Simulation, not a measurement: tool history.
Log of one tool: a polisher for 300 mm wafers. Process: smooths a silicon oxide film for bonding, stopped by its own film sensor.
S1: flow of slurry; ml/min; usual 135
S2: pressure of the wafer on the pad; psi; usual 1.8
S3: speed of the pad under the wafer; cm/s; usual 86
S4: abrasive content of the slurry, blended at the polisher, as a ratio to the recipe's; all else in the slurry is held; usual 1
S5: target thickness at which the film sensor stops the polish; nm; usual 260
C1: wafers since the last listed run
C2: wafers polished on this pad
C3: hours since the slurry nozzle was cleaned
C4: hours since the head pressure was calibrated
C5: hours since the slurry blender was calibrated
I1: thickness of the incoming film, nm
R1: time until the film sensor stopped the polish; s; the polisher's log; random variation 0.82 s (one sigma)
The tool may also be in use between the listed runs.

run	hour	S1	S2	S3	S4	S5	C1	C2	C3	C4	C5	I1	R1
1	0	170	1.8	86	1	260	0	793	103.1	945.4	31.4	298.3	74.2
2	28.3	135	1.8	86	1	260	242	1036	131.4	973.7	59.7	302.7	86.3
# hour 63: worn pad replaced by a new one
3	63.5	135	1.8	86	1	260	267	4	166.6	1008.9	94.9	299.4	79.1
4	90.7	135	1.8	86	1	260	233	237	193.8	1036.1	122.1	302.6	87.9
5	124.2	135	1.8	100	0.8	260	287	525	227.3	1069.6	155.6	296.2	71.4
# hour 153.6: slurry blender recalibrated
6	159.2	135	1.8	86	1	260	282	807	262.3	1104.6	5.6	298.2	78.8
7	185.1	135	1.8	86	1	260	222	1029	288.2	1130.5	31.5	302.6	87.2
# hour 190.9: slurry nozzle cleaned
8	203.9	135	1.8	86	1	260	152	1182	13	1149.3	50.3	297.8	76.4
# hour 232.2: worn pad replaced by a new one
9	239	135	1.8	86	1	260	266	58	48.1	1184.4	85.4	303	88.7
10	271.3	135	1.8	86	1	260	276	335	80.4	1216.7	117.7	300.7	82.5
11	295.8	135	1.8	86	1	260	210	545	104.9	1241.2	142.2	300.9	81.5
12	315.3	135	1.8	86	1	260	167	712	124.4	1260.7	161.7	302.4	85.7
13	334.1	135	1.8	86	1	260	161	873	143.2	1279.5	180.5	300.7	82.5
# hour 356.9: slurry blender recalibrated
14	357.4	170	1.8	86	1	260	182	1056	166.5	1302.8	0.5	298.2	74.5
15	387.7	135	1.8	86	1	260	259	1315	196.8	1333.1	30.8	299.7	79.1
# hour 417.5: head pressure recalibrated
# hour 421.4: worn pad replaced by a new one
16	421.9	135	2.2	86	1	260	243	4	231	4.4	65	297.6	63.9
17	446.5	135	2.2	86	0.9	260	210	215	255.6	29	89.6	298.6	67.1
18	477.2	150	1.8	86	1	260	263	478	286.3	59.7	120.3	300.8	82.7
# hour 481.2: slurry nozzle cleaned
19	500.7	135	1.8	86	1	260	192	671	19.5	83.2	143.8	304.5	92.5
# hour 533.7: slurry blender recalibrated
# hour 566.7: worn pad replaced by a new one
20	567.2	175	1.8	106	0.85	253	518	4	86	149.7	33.5	301.6	85.5
21	578.5	135	1.8	64	1.1	260	96	101	97.3	161	44.8	300.4	101.3
22	604.8	120	1.8	78	1.15	260	225	326	123.6	187.3	71.1	301.7	89.4
23	639.9	160	1.8	62	1.1	260	300	627	158.7	222.4	106.2	302.2	104.8
24	660.8	100	1.8	62	1	268	179	806	179.6	243.3	127.1	295.7	79.4
25	692.5	135	1.8	86	1	260	271	1078	211.3	275	158.8	300.7	83.8
# hour 712: slurry blender recalibrated
26	719.2	135	1.3	86	1	254	211	1290	238	301.7	7.2	300.7	131
# hour 733.2: worn pad replaced by a new one
27	736.4	150	1.6	86	1	273	113	27	255.2	318.9	24.4	301.9	63.4
28	751.3	135	1.3	86	1.2	260	127	155	270.1	333.8	39.3	302.4	111.6
29	764.5	155	1.6	86	0.7	253	113	268	283.3	347	52.5	295.3	111.3

5 ways to go on from here, each from the tool as it stands after run 29. What would each give?
A	764.9	135	1.8	86	1	268	3	271	283.7	347.4	52.9	304.4	?
B	764.9	135	1.5	86	1.25	260	3	271	283.7	347.4	52.9	304.4	?
C	764.9	165	1.6	56	0.75	260	3	271	283.7	347.4	52.9	304.4	?
D	764.9	115	1.8	86	0.85	260	3	271	283.7	347.4	52.9	304.4	?
E	764.9	135	1.8	86	1	252	3	271	283.7	347.4	52.9	304.4	?

run	R1
A	73.9
B	98.4
C	155.9
D	100.4
E	106.4
Without the tool's hidden state the same runs would have given:
run	R1
A	73.9
B	98.4
C	155.9
D	100.4
E	106.4
